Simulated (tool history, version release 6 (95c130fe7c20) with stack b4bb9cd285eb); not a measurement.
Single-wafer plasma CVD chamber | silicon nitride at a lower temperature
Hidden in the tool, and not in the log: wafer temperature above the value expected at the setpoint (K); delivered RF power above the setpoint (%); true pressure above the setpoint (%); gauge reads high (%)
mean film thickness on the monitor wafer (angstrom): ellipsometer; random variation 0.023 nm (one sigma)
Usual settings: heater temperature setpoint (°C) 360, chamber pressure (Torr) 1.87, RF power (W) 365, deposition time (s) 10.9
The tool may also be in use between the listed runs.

| run | day | heater temperature setpoint (°C) | chamber pressure (Torr) | RF power (W) | deposition time (s) | wafers since the last listed run | hours since the last thermocouple change | hours since the last RF generator calibration | hours since the last manometer calibration | hours since the showerhead was replaced | hours since the gauge calibration | read-back reference wafer on the same gauge, thickness_nm | mean film thickness on the monitor wafer (angstrom) |
|---|---|---|---|---|---|---|---|---|---|---|---|---|---|
| 1 | 0 | 360 | 1.87 | 365 | 10.9 | 0 | 2323.4 | 1684.4 | 1693.1 | 2682.7 | 189.6 | 16.797 | 148.98 |
| 2 | 0.358 | 360 | 1.87 | 365 | 10.9 | 223 | 2332 | 1693 | 1701.7 | 2691.3 | 198.2 | 16.803 | 149.12 |
| 3 | 1.1 | 360 | 1.87 | 365 | 10.9 | 462 | 2349.8 | 1710.8 | 1719.5 | 2709.1 | 216 | 16.808 | 148.78 |
| 4 | 1.6 | 360 | 1.87 | 365 | 10.9 | 311 | 2361.8 | 1722.8 | 1731.5 | 2721.1 | 228 | 16.798 | 148.9 |
| 5 | 2.296 | 360 | 1.87 | 365 | 10.9 | 433 | 2378.5 | 1739.5 | 1748.2 | 2737.8 | 244.7 | 16.794 | 148.48 |
| 6 | 2.729 | 360 | 1.87 | 310 | 10.9 | 269 | 2388.9 | 1749.9 | 1758.6 | 2748.2 | 255.1 | 16.797 | 135.57 |
|  | 3.246 | gauge calibrated |
|  | 3.308 | RF generator calibrated |
| 7 | 3.329 | 360 | 1.87 | 365 | 11.4 | 166 | 2403.3 | 0.5 | 1773 | 2762.6 | 2 | 16.804 | 163.64 |
| 8 | 3.888 | 360 | 2.05 | 365 | 10.9 | 347 | 2416.7 | 13.9 | 1786.4 | 2776 | 15.4 | 16.801 | 159.56 |
| 9 | 4.296 | 360 | 2.05 | 365 | 10.9 | 254 | 2426.5 | 23.7 | 1796.2 | 2785.8 | 25.2 | 16.796 | 159.93 |
|  | 4.654 | showerhead replaced, of another model than before |
| 10 | 4.683 | 360 | 2.12 | 400 | 9.8 | 33 | 2435.8 | 33 | 1805.5 | 0.7 | 34.5 | 16.797 | 148.99 |
| 11 | 5.121 | 360 | 1.87 | 365 | 10.9 | 272 | 2446.3 | 43.5 | 1816 | 11.2 | 45 | 16.802 | 156.01 |
|  | 5.9 | capacitance manometer re-zeroed and calibrated |
| 12 | 6.488 | 371 | 2.2 | 320 | 10.9 | 643 | 2479.1 | 76.3 | 14.1 | 44 | 77.8 | 16.798 | 151.61 |
|  | 7.071 | thermocouple changed; heater temperature recalibrated |
| 13 | 7.092 | 346 | 1.51 | 390 | 12 | 168 | 0.5 | 90.8 | 28.6 | 58.5 | 92.3 | 16.795 | 170.51 |
| 14 | 7.275 | 350 | 1.87 | 365 | 10.9 | 114 | 4.9 | 95.2 | 33 | 62.9 | 96.7 | 16.798 | 156.25 |
| 15 | 7.858 | 360 | 1.87 | 365 | 10.9 | 363 | 18.9 | 109.2 | 47 | 76.9 | 110.7 | 16.798 | 155.49 |
| 16 | 8.225 | 360 | 1.87 | 365 | 10.9 | 228 | 27.7 | 118 | 55.8 | 85.7 | 119.5 | 16.8 | 155.54 |
| 17 | 8.588 | 360 | 1.5 | 365 | 8.9 | 225 | 36.4 | 126.7 | 64.5 | 94.4 | 128.2 | 16.805 | 122.14 |
| 18 | 9.262 | 366 | 1.87 | 365 | 10.9 | 420 | 52.6 | 142.9 | 80.7 | 110.6 | 144.4 | 16.795 | 155 |

5 ways to go on from here, each from the tool as it stands after run 18. What would each give?
| A | 9.279 | 360 | 1.41 | 365 | 10.9 | 10 | 53 | 143.3 | 81.1 | 111 | 144.8 | ? | ? |
| B | 9.279 | 369 | 1.87 | 365 | 10.1 | 10 | 53 | 143.3 | 81.1 | 111 | 144.8 | ? | ? |
| C | 9.279 | 360 | 2.07 | 325 | 10.9 | 10 | 53 | 143.3 | 81.1 | 111 | 144.8 | ? | ? |
| D | 9.279 | 367 | 2.12 | 420 | 11.8 | 10 | 53 | 143.3 | 81.1 | 111 | 144.8 | ? | ? |
| E | 9.279 | 374 | 1.87 | 365 | 8.9 | 10 | 53 | 143.3 | 81.1 | 111 | 144.8 | ? | ? |

| run | read-back reference wafer on the same gauge, thickness_nm | mean film thickness on the monitor wafer (angstrom) |
|---|---|---|
| A | 16.801 | 147.71 |
| B | 16.801 | 143.37 |
| C | 16.801 | 150.94 |
| D | 16.801 | 181.63 |
| E | 16.801 | 126.14 |
Without the tool's hidden state the same runs would have given:
| run | mean film thickness on the monitor wafer (angstrom) |
|---|---|
| A | 148.87 |
| B | 144.5 |
| C | 152.13 |
| D | 182.97 |
| E | 127.14 |

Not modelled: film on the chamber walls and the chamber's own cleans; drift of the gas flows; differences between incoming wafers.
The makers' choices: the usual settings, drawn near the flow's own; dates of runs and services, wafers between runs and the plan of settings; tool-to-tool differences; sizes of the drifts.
